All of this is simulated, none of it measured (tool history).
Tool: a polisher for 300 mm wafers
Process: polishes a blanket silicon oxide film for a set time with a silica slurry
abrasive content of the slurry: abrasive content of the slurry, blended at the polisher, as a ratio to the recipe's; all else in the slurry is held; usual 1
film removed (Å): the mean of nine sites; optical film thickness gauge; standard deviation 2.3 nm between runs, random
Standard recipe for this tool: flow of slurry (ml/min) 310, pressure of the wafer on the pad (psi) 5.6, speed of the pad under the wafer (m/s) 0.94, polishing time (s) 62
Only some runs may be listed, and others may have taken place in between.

run,hour,flow of slurry (ml/min),pressure of the wafer on the pad (psi),speed of the pad under the wafer (m/s),abrasive content of the slurry,polishing time (s),wafers since the last listed run,wafers polished on this pad,hours since the slurry nozzle was cleaned,hours since the head pressure was calibrated,hours since the slurry blender was calibrated,hours since the conditioning disc was replaced,"incoming thickness of the incoming film, nm",film removed (Å)
1,0,310,5.6,0.94,1.15,62,0,4847,120.8,86.2,331.2,113.6,1325.7,2101
# hour 57.6: worn pad replaced by a new one
2,162.7,310,5.6,0.94,0.75,62,1801,1193,283.5,248.9,493.9,276.3,1342.6,1868
# hour 196.1: slurry blender recalibrated
3,230.6,310,5.6,0.94,0.75,62,747,1941,351.4,316.8,34.5,344.2,1331,1829
4,264.2,350,5.6,0.94,1,62,381,2322,385,350.4,68.1,377.8,1312.4,2133
5,292.1,310,5.6,0.94,1,62,316,2639,412.9,378.3,96,405.7,1311.7,2130
# hour 295.2: conditioning disc replaced and pad reconditioned
6,363.1,310,5.6,0.94,1,62,783,3422,483.9,449.3,167,67.9,1333.9,2048
7,510.3,310,6.7,0.94,1,46,1670,5093,631.1,596.5,314.2,215.1,1327.8,1640
8,552.3,310,5.6,1.02,1.1,69,476,5569,673.1,638.5,356.2,257.1,1298.5,2320
# hour 571.6: worn pad replaced by a new one
# hour 572.6: slurry nozzle cleaned
# hour 595.4: head pressure recalibrated
9,595.9,310,5.6,0.64,1,62,415,241,23.3,0.5,399.8,300.7,1332,1608
10,651.3,210,5.6,0.94,0.75,47,628,870,78.7,55.9,455.2,356.1,1330.7,1344
# hour 666.4: slurry blender recalibrated
11,719.3,310,5.6,0.94,1,62,749,1619,146.7,123.9,52.9,424.1,1306.2,2131
12,775.9,370,4.6,0.94,1,62,642,2262,203.3,180.5,109.5,480.7,1300.6,1897
# hour 779.9: conditioning disc replaced and pad reconditioned
13,802.8,410,5.6,0.94,1,51,282,2544,230.2,207.4,136.4,22.9,1299.1,1746
14,859.4,200,6.8,0.94,1,81,642,3187,286.8,264,193,79.5,1304.5,3018
15,915.3,365,5,0.94,1,48,634,3821,342.7,319.9,248.9,135.4,1310.3,1467
16,966,310,5.6,0.94,1,62,575,4397,393.4,370.6,299.6,186.1,1335.8,2004
17,1011.5,355,7.1,1.24,1,62,516,4913,438.9,416.1,345.1,231.6,1322.2,2915
18,1045.4,205,6.3,0.94,1.3,80,384,5298,472.8,450,379,265.5,1335.1,2855
19,1080.9,310,7.3,0.94,0.7,50,402,5701,508.3,485.5,414.5,301,1317.5,1543
# hour 1092.6: worn pad replaced by a new one
# hour 1146.8: slurry nozzle cleaned
# hour 1148.9: slurry blender recalibrated
20,1149.2,310,5.6,0.94,1,62,695,608,2.4,553.8,0.3,369.3,1315.9,2146
21,1174.9,310,5.6,0.94,0.75,75,291,900,28.1,579.5,26,395,1327.6,2262
22,1220.5,310,4.5,1.02,1,62,517,1417,73.7,625.1,71.6,440.6,1323.4,1940
# hour 1225.4: head pressure recalibrated
23,1252.4,310,4.1,1.26,0.85,62,339,1757,105.6,27,103.5,472.5,1303.4,2010
# hour 1261.8: conditioning disc replaced and pad reconditioned
24,1308.5,310,4,0.8,0.8,62,614,2371,161.7,83.1,159.6,46.7,1304.9,1321

Hidden state or all else? Some run-to-run changes of film removed (Å), split into what the settings, what came in and random variation would give without the hidden state, and what is left for the hidden state (with any gauge scatter that isn't in both results):
Unlogged tool condition in this case: removal rate lost through wear of the pad, %; slurry flow missing at the pad, %; deviation of the head's pressure from its setpoint, %; abrasive missing from the slurry, %; time polished since the conditioner stopped cutting, s.
Run 8 -> 9: speed of the pad under the wafer (m/s) 1.02 -> 0.64, abrasive content of the slurry 1.1 -> 1, polishing time (s) 69 -> 62, worn pad replaced by a new one, slurry nozzle cleaned, head pressure recalibrated. film removed (Å) -712: hidden state +360, all else -1072.
Run 14 -> 15: flow of slurry (ml/min) 200 -> 365, pressure of the wafer on the pad (psi) 6.8 -> 5, polishing time (s) 81 -> 48. film removed (Å) -1551: hidden state +88, all else -1639.
Run 18 -> 19: flow of slurry (ml/min) 205 -> 310, pressure of the wafer on the pad (psi) 6.3 -> 7.3, abrasive content of the slurry 1.3 -> 0.7, polishing time (s) 80 -> 50. film removed (Å) -1312: hidden state +188, all else -1500.
Run 19 -> 20: pressure of the wafer on the pad (psi) 7.3 -> 5.6, abrasive content of the slurry 0.7 -> 1, polishing time (s) 50 -> 62, worn pad replaced by a new one, slurry nozzle cleaned, slurry blender recalibrated. film removed (Å) +603: hidden state +224, all else +379.

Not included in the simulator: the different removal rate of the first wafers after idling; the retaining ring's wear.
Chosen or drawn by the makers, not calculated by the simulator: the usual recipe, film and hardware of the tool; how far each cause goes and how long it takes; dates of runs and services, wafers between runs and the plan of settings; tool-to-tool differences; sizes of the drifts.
